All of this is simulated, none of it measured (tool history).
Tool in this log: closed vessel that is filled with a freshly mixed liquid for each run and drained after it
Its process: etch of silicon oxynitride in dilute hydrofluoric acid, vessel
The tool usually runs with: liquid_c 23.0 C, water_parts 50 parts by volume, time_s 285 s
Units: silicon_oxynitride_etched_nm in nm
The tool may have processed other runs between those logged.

| run | hour | liquid_c | water_parts | time_s | wafers since the last listed run | hours since the thermometer was replaced | hours since the hydrofluoric acid flow meter was replaced | hours since the gauge calibration | read-back film thickness of the silicon oxynitride reference wafer, read on the same gauge (nm) | silicon_oxynitride_etched_nm |
|---|---|---|---|---|---|---|---|---|---|---|
| 1 | 0.0 | 21.5 | 50 | 285 | 0 | 630.1 | 497.3 | 672.6 | 40.01 | 24.15 |
| 2 | 63.0 | 21.5 | 50 | 285 | 4366 | 693.1 | 560.3 | 735.6 | 40.02 | 24.19 |
| 3 | 142.7 | 21.5 | 50 | 285 | 5523 | 772.8 | 640.0 | 815.3 | 40.00 | 24.23 |
| 4 | 183.1 | 23.0 | 50 | 285 | 2799 | 813.2 | 680.4 | 855.7 | 40.00 | 25.98 |
| 5 | 222.7 | 23.0 | 50 | 285 | 2744 | 852.8 | 720.0 | 895.3 | 39.99 | 26.33 |
| 6 | 297.4 | 23.0 | 50 | 285 | 5176 | 927.5 | 794.7 | 970.0 | 40.00 | 25.83 |
| 7 | 352.8 | 23.0 | 50 | 285 | 3839 | 982.9 | 850.1 | 1025.4 | 39.98 | 26.06 |
| 8 | 453.9 | 23.0 | 50 | 285 | 7006 | 1084.0 | 951.2 | 1126.5 | 40.02 | 25.83 |
|  | 679.9 | thermometer replaced |
| 9 | 698.4 | 21.0 | 50 | 285 | 16875 | 18.5 | 1195.7 | 1371.0 | 39.97 | 23.66 |
|  | 748.1 | hydrofluoric acid flow meter replaced |
| 10 | 752.7 | 21.0 | 50 | 285 | 3693 | 72.8 | 4.6 | 1425.3 | 40.01 | 23.56 |
| 11 | 804.0 | 23.0 | 45 | 285 | 3555 | 124.1 | 55.9 | 1476.6 | 40.01 | 29.05 |
| 12 | 891.9 | 23.0 | 45 | 285 | 6091 | 212.0 | 143.8 | 1564.5 | 39.99 | 29.15 |
| 13 | 980.3 | 23.0 | 50 | 285 | 6126 | 300.4 | 232.2 | 1652.9 | 40.00 | 25.94 |
| 14 | 1047.9 | 20.0 | 50 | 145 | 4684 | 368.0 | 299.8 | 1720.5 | 40.01 | 11.40 |
| 15 | 1102.5 | 23.0 | 30 | 285 | 3783 | 422.6 | 354.4 | 1775.1 | 39.99 | 43.81 |
|  | 1143.7 | gauge calibrated |
| 16 | 1162.7 | 23.0 | 50 | 285 | 4171 | 482.8 | 414.6 | 19.0 | 40.00 | 25.95 |
| 17 | 1245.4 | 24.5 | 25 | 155 | 5731 | 565.5 | 497.3 | 101.7 | 40.01 | 30.87 |
| 18 | 1323.6 | 26.5 | 55 | 395 | 5419 | 643.7 | 575.5 | 179.9 | 40.00 | 38.89 |
| 19 | 1362.2 | 27.5 | 50 | 285 | 2675 | 682.3 | 614.1 | 218.5 | 39.99 | 32.49 |
| 20 | 1427.4 | 23.0 | 50 | 285 | 4518 | 747.5 | 679.3 | 283.7 | 40.02 | 26.26 |
| 21 | 1528.4 | 19.5 | 40 | 345 | 6999 | 848.5 | 780.3 | 384.7 | 40.04 | 33.46 |
| 22 | 1801.9 | 21.0 | 60 | 425 | 18954 | 1122.0 | 1053.8 | 658.2 | 40.00 | 29.17 |
| 23 | 1844.2 | 19.5 | 30 | 285 | 2931 | 1164.3 | 1096.1 | 700.5 | 40.01 | 36.67 |
| 24 | 1896.5 | 24.5 | 30 | 240 | 3624 | 1216.6 | 1148.4 | 752.8 | 40.03 | 39.67 |
| 25 | 1966.9 | 23.0 | 70 | 235 | 4878 | 1287.0 | 1218.8 | 823.2 | 39.98 | 15.00 |

What was the tool's hidden state at every run in the log?
liquid colder than its thermometer reads (K): 0, the same for each run
hydrofluoric acid flow above the setpoint (%): 0, the same for each run
gauge reads high (%): 0, the same for each run

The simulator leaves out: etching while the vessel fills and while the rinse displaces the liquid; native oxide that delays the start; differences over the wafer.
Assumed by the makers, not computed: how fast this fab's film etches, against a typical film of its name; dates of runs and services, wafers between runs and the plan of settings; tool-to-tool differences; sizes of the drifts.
